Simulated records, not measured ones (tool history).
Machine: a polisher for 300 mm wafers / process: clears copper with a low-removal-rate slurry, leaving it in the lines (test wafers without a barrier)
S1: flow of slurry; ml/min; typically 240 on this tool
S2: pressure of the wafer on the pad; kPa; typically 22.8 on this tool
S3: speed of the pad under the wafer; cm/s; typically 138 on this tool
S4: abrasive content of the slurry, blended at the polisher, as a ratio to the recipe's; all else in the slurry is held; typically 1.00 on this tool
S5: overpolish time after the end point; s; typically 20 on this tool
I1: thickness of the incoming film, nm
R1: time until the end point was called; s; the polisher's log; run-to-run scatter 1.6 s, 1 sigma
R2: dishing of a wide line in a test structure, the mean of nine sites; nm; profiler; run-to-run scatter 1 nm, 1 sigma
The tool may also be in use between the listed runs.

Run 1, hour 0.0: usual settings but S2 28.3 kPa; I1 539.6. Result: R1 110.0 s, R2 66.2 nm.
Run 2, hour 14.3: usual settings but S2 28.3 kPa; I1 536.8. Result: R1 109.5 s, R2 68.6 nm.
At hour 29.1: worn pad replaced by a new one.
Run 3, hour 29.6: usual settings; I1 538.0. Result: R1 134.4 s, R2 57.0 nm.
Run 4, hour 41.2: usual settings; I1 538.4. Result: R1 134.6 s, R2 56.5 nm.
Run 5, hour 54.3: usual settings; I1 536.9. Result: R1 133.1 s, R2 57.2 nm.
Run 6, hour 60.5: usual settings; I1 543.7. Result: R1 132.1 s, R2 55.7 nm.
Run 7, hour 77.3: usual settings; I1 539.9. Result: R1 135.6 s, R2 56.8 nm.
Run 8, hour 88.9: usual settings but S2 19.3 kPa; I1 539.3. Result: R1 156.7 s, R2 50.0 nm.
Run 9, hour 96.2: usual settings but S2 19.3 kPa; I1 541.2. Result: R1 155.3 s, R2 49.9 nm.
At hour 101.3: slurry blender recalibrated.
Run 10, hour 109.3: usual settings; I1 536.3. Result: R1 135.4 s, R2 58.8 nm.
Run 11, hour 115.8: usual settings; I1 528.1. Result: R1 133.6 s, R2 55.1 nm.
Run 12, hour 124.6: usual settings but S2 29.6 kPa, S3 174 cm/s; I1 539.0. Result: R1 83.6 s, R2 85.0 nm.
At hour 139.7: worn pad replaced by a new one.
Run 13, hour 140.2: usual settings but S1 295 ml/min, S2 15.9 kPa, S4 0.80, S5 31 s; I1 537.8. Result: R1 186.1 s, R2 62.9 nm.
At hour 144.5: slurry nozzle cleaned.
Run 14, hour 153.3: usual settings but S3 150 cm/s, S4 1.30; I1 540.9. Result: R1 120.4 s, R2 61.1 nm.
Run 15, hour 166.5: usual settings but S2 26.2 kPa, S4 1.25; I1 532.3. Result: R1 113.8 s, R2 63.8 nm.
Run 16, hour 177.4: usual settings but S2 28.3 kPa; I1 542.3. Result: R1 109.6 s, R2 66.6 nm.
Run 17, hour 184.3: usual settings but S3 166 cm/s; I1 545.2. Result: R1 112.1 s, R2 66.4 nm.

Run 18 is up next; what results do you expect?
Run 18, hour 196.9: usual settings but S3 120 cm/s, S5 28 s; I1 549.5. Result: R1 ?, R2 ?.

For run 18 the tool returned R1 156.3 s, R2 66.3 nm.
With the hidden condition absent and the run-to-run variation left alone, this run would have shown R1 156.3 s, R2 66.3 nm.
